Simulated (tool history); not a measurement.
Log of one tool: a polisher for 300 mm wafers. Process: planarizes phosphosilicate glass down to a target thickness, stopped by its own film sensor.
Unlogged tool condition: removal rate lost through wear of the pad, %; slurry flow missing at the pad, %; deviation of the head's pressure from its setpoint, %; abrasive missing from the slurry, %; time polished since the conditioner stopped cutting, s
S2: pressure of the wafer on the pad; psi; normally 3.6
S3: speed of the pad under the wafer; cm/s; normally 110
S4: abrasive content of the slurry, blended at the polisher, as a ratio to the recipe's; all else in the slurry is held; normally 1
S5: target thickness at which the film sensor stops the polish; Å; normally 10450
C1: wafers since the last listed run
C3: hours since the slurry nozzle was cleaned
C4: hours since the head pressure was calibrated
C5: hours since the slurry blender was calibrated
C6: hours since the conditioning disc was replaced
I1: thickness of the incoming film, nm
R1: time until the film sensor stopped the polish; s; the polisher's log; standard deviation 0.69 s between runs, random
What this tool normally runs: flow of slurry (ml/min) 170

Run 1, hour 0: usual settings but S4 0.9; C1 0; wafers polished on this pad 519; C3 431.1; C4 218.5; C5 297.4; C6 394.3; I1 1758.2. Result: R1 96.8 s.
Run 2, hour 6.1: usual settings but S4 0.9; C1 52; wafers polished on this pad 572; C3 437.2; C4 224.6; C5 303.5; C6 400.4; I1 1732.1. Result: R1 93.1 s.
At hour 18.9: worn pad replaced by a new one.
Run 3, hour 20.7: usual settings but S4 0.9; C1 91; wafers polished on this pad 15; C3 451.8; C4 239.2; C5 318.1; C6 415; I1 1788.3. Result: R1 100.5 s.
Run 4, hour 31.9: usual settings but S3 132 cm/s; C1 96; wafers polished on this pad 112; C3 463; C4 250.4; C5 329.3; C6 426.2; I1 1753.9. Result: R1 78.6 s.
Run 5, hour 38.1: usual settings but S3 132 cm/s; C1 53; wafers polished on this pad 166; C3 469.2; C4 256.6; C5 335.5; C6 432.4; I1 1786.6. Result: R1 83.2 s.
Run 6, hour 56: usual settings but S3 132 cm/s; C1 154; wafers polished on this pad 320; C3 487.1; C4 274.5; C5 353.4; C6 450.3; I1 1786.3. Result: R1 82.9 s.
Run 7, hour 70.5: usual settings; C1 125; wafers polished on this pad 446; C3 501.6; C4 289; C5 367.9; C6 464.8; I1 1776.5. Result: R1 93.3 s.
Run 8, hour 80.7: usual settings but S5 11290 Å; C1 88; wafers polished on this pad 534; C3 511.8; C4 299.2; C5 378.1; C6 475; I1 1758.4. Result: R1 80.8 s.
Run 9, hour 89.2: usual settings but S3 96 cm/s; C1 73; wafers polished on this pad 607; C3 520.3; C4 307.7; C5 386.6; C6 483.5; I1 1752.8. Result: R1 101.1 s.
At hour 98.1: conditioning disc replaced and pad reconditioned.
Run 10, hour 98.6: usual settings but S3 96 cm/s; C1 63; wafers polished on this pad 671; C3 529.7; C4 317.1; C5 396; C6 0.5; I1 1755.6. Result: R1 101.2 s.
At hour 113.2: slurry blender recalibrated.
At hour 115.3: worn pad replaced by a new one.
Run 11, hour 115.8: usual settings but S3 96 cm/s; C1 113; wafers polished on this pad 4; C3 546.9; C4 334.3; C5 2.6; C6 17.7; I1 1765.7. Result: R1 111.9 s.
Run 12, hour 119.6: usual settings but flow of slurry (ml/min) 125, S3 100 cm/s, S5 9480 Å; C1 32; wafers polished on this pad 37; C3 550.7; C4 338.1; C5 6.4; C6 21.5; I1 1780.4. Result: R1 133.8 s.
Run 13, hour 127.3: usual settings but S3 96 cm/s; C1 66; wafers polished on this pad 103; C3 558.4; C4 345.8; C5 14.1; C6 29.2; I1 1739.7. Result: R1 108.8 s.
Run 14, hour 138: usual settings but flow of slurry (ml/min) 150, S2 3.2 psi, S5 11390 Å; C1 92; wafers polished on this pad 196; C3 569.1; C4 356.5; C5 24.8; C6 39.9; I1 1779.6. Result: R1 99.5 s.
Run 15, hour 155.7: usual settings but S2 4.8 psi, S4 1.1; C1 152; wafers polished on this pad 349; C3 586.8; C4 374.2; C5 42.5; C6 57.6; I1 1789.8. Result: R1 84.5 s.
At hour 161.7: slurry blender recalibrated, repeated, since the last time left the tool worse.
Run 16, hour 173.2: usual settings but S3 142 cm/s, S5 9660 Å; C1 133; wafers polished on this pad 483; C3 604.3; C4 391.7; C5 11.5; C6 75.1; I1 1769.1. Result: R1 76.3 s.
Run 17, hour 183.9: usual settings but flow of slurry (ml/min) 220; C1 92; wafers polished on this pad 575; C3 615; C4 402.4; C5 22.2; C6 85.8; I1 1780.1. Result: R1 85 s.
At hour 187.5: slurry nozzle cleaned.
At hour 193.8: worn pad replaced by a new one.
Run 18, hour 194.3: usual settings but S4 1.2, S5 12560 Å; C1 46; wafers polished on this pad 4; C3 6.8; C4 412.8; C5 32.6; C6 96.2; I1 1772.1. Result: R1 56.5 s.
At hour 197.5: head pressure recalibrated.
Run 19, hour 218.8: usual settings; C1 194; wafers polished on this pad 198; C3 31.3; C4 21.3; C5 57.1; C6 120.7; I1 1747.4. Result: R1 85.9 s.
Run 20, hour 228.7: usual settings but flow of slurry (ml/min) 140, S2 4.4 psi; C1 85; wafers polished on this pad 284; C3 41.2; C4 31.2; C5 67; C6 130.6; I1 1765.3. Result: R1 79.8 s.
Run 21, hour 244.2: usual settings; C1 133; wafers polished on this pad 418; C3 56.7; C4 46.7; C5 82.5; C6 146.1; I1 1765.8. Result: R1 88.4 s.
Run 22, hour 254: usual settings but S5 12680 Å; C1 84; wafers polished on this pad 503; C3 66.5; C4 56.5; C5 92.3; C6 155.9; I1 1771.8. Result: R1 62 s.

Each row is a separate what-if for the run after 22, all from the same tool condition, not one after another. Results?
Run A, hour 254.4: usual settings but S4 1.15; C1 3; wafers polished on this pad 506; C3 66.9; C4 56.9; C5 92.7; C6 156.3; I1 1749.7. Result: R1 ?.
Run B, hour 254.4: usual settings but flow of slurry (ml/min) 125, S2 4.5 psi, S5 8000 Å; C1 3; wafers polished on this pad 506; C3 66.9; C4 56.9; C5 92.7; C6 156.3; I1 1749.7. Result: R1 ?.
Run C, hour 254.4: usual settings but S5 9630 Å; C1 3; wafers polished on this pad 506; C3 66.9; C4 56.9; C5 92.7; C6 156.3; I1 1749.7. Result: R1 ?.
Run D, hour 254.4: usual settings but S2 4.7 psi, S3 140 cm/s, S4 1.3; C1 3; wafers polished on this pad 506; C3 66.9; C4 56.9; C5 92.7; C6 156.3; I1 1749.7. Result: R1 ?.
Run E, hour 254.4: usual settings but S2 4.2 psi, S3 86 cm/s; C1 3; wafers polished on this pad 506; C3 66.9; C4 56.9; C5 92.7; C6 156.3; I1 1749.7. Result: R1 ?.

run     R1
  A   80.4
  B  107.3
  C   96.7
  D   52.7
  E   94.8
Take away the tool's hidden state, keep each run's random variation, and the runs would have read:
run     R1
  A   76.1
  B  101.1
  C   91.1
  D   50.1
  E   89.3
